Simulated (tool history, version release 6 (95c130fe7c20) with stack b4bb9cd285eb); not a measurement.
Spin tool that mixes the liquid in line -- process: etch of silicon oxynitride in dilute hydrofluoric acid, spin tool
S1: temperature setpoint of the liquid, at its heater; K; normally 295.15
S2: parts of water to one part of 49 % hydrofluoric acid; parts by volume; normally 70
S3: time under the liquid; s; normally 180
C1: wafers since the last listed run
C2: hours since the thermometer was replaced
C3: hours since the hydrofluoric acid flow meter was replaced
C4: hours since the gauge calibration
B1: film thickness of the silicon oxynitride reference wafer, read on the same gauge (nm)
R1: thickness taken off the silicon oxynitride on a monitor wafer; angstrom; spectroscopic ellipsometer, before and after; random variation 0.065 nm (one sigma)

run   hour      S1   S2   S3   C1      C2     C3     C4      B1     R1
  1      0  295.15   70  150    0  1639.4  745.8   11.3  109.99   52.6
  2   10.9  295.15   70  205  101  1650.3  756.7   22.2     110   72.4
  3   27.6  295.15   45  235  155    1667  773.4   38.9     110    130
  4   45.2  295.15   45  235  163  1684.6    791   56.5  110.01    129
  5   59.9  295.15  100  180  136  1699.3  805.7   71.2  110.01   41.9
  6   67.2  295.15  100  180   67  1706.6    813   78.5  110.01   42.2
  7   83.6  295.15  100  180  152    1723  829.4   94.9  110.01   43.1
  8   96.2  295.15   70  180  117  1735.6    842  107.5  110.01   62.2
  9  113.7  295.15   70  180  162  1753.1  859.5    125  109.98   62.5
     124.2  -- hydrofluoric acid flow meter replaced
 10  131.4  295.15   70  180  155  1770.8    7.2  142.7     110   57.5
 11  145.2  295.15   70  180  128  1784.6     21  156.5  110.02   58.1
     156.7  -- thermometer replaced
 12  158.5  295.15   70  180  114     1.8   34.3  169.8  110.02   57.8
 13  169.6  293.65   35  150  103    12.9   45.4  180.9  110.01   92.1
 14  186.3  295.15   45  235  155    29.6   62.1  197.6  109.99  118.5
     199.2  -- hydrofluoric acid flow meter replaced, repeated, since the last time left the tool worse
 15  202.8  295.15   45  180  144    46.1    3.6  214.1  110.03  108.2
 16  211.3  295.15   70  205   79    54.6   12.1  222.6     110     77
 17  226.6  295.15   70  180  142    69.9   27.4  237.9     110   68.2
     237.1  -- gauge calibrated
 18  244.3  295.15   95  100  164    87.6   45.1    7.2  110.01   27.6
 19  255.7  295.15   55  180  105      99   56.5   18.6  109.99   88.2
 20  263.3  295.15   70  180   70   106.6   64.1   26.2  110.01   68.8
 21  305.8  297.65  100   85  395   149.1  106.6   68.7  110.01   24.5
 22  323.2  297.15   80  180  161   166.5    124   86.1     110   65.4
 23  334.3  295.15   70  180  103   177.6  135.1   97.2  109.99   68.1
 24    341  297.15   45  285   62   184.3  141.8  103.9  110.02  187.4

Forecast each of these 3 alternatives for the next run:
  A  341.5  295.15   90  180   4  184.8  142.3  104.4   ?   ?
  B  341.5  290.65   70  225   4  184.8  142.3  104.4   ?   ?
  C  341.5  297.15  100  255   4  184.8  142.3  104.4   ?   ?

run      B1    R1
  A  110.02  52.1
  B  110.02    68
  C  110.02  72.5
Without the tool's unlogged condition, the same runs would have read:
run    R1
  A    53
  B  69.1
  C  73.7

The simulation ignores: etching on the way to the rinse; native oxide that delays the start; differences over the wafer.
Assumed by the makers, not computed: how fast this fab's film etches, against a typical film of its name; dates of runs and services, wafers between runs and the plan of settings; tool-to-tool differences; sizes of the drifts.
